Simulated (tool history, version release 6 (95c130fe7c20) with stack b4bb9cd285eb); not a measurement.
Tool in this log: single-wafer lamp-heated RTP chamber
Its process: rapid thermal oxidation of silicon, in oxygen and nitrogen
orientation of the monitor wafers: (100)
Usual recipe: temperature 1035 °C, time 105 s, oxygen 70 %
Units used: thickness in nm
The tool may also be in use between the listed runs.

| run | hour | temperature | time | oxygen | wafers since the last listed run | wafers since the last pyrometer calibration | hours since the oxygen flow controller was replaced | hours since the gauge calibration | read-back reference wafer on the same gauge, thickness | thickness |
|---|---|---|---|---|---|---|---|---|---|---|
| 1 | 0.0 | 1051 | 92 | 70 | 0 | 3378 | 2338.7 | 590.3 | 11.037 | 9.879 |
| 2 | 39.6 | 1051 | 92 | 70 | 438 | 3817 | 2378.3 | 629.9 | 11.043 | 9.791 |
| 3 | 110.3 | 1051 | 92 | 70 | 783 | 4600 | 2449.0 | 700.6 | 11.080 | 9.760 |
| 4 | 180.9 | 1021 | 105 | 70 | 781 | 5382 | 2519.6 | 771.2 | 11.119 | 8.518 |
| 5 | 247.6 | 1021 | 105 | 70 | 738 | 6121 | 2586.3 | 837.9 | 11.132 | 8.460 |
| 6 | 288.6 | 1021 | 105 | 70 | 454 | 6575 | 2627.3 | 878.9 | 11.152 | 8.431 |
|  | 306.6 | gauge calibrated |
| 7 | 347.1 | 1035 | 105 | 70 | 647 | 7223 | 2685.8 | 40.5 | 10.882 | 9.158 |
| 8 | 414.9 | 1035 | 105 | 70 | 750 | 7974 | 2753.6 | 108.3 | 10.911 | 9.194 |
|  | 425.4 | pyrometer window cleaned and pyrometer calibrated |
| 9 | 478.9 | 1035 | 105 | 70 | 620 | 592 | 2817.6 | 172.3 | 10.959 | 9.284 |
|  | 487.0 | oxygen flow controller replaced |
| 10 | 512.1 | 1007 | 59 | 70 | 279 | 871 | 25.1 | 205.5 | 10.961 | 5.835 |
| 11 | 543.2 | 1015 | 151 | 96 | 344 | 1215 | 56.2 | 236.6 | 10.961 | 10.507 |

Run 12, settings as shown, results not yet in. Your forecast:
| 12 | 582.9 | 1013 | 125 | 70 | 439 | 1655 | 95.9 | 276.3 | ? | ? |

{"run 12": {"read-back reference wafer on the same gauge, thickness": 10.981, "thickness": 8.515}}
Were there no unlogged condition in the tool, this run, its random variation unchanged, would have produced thickness 8.407 nm.
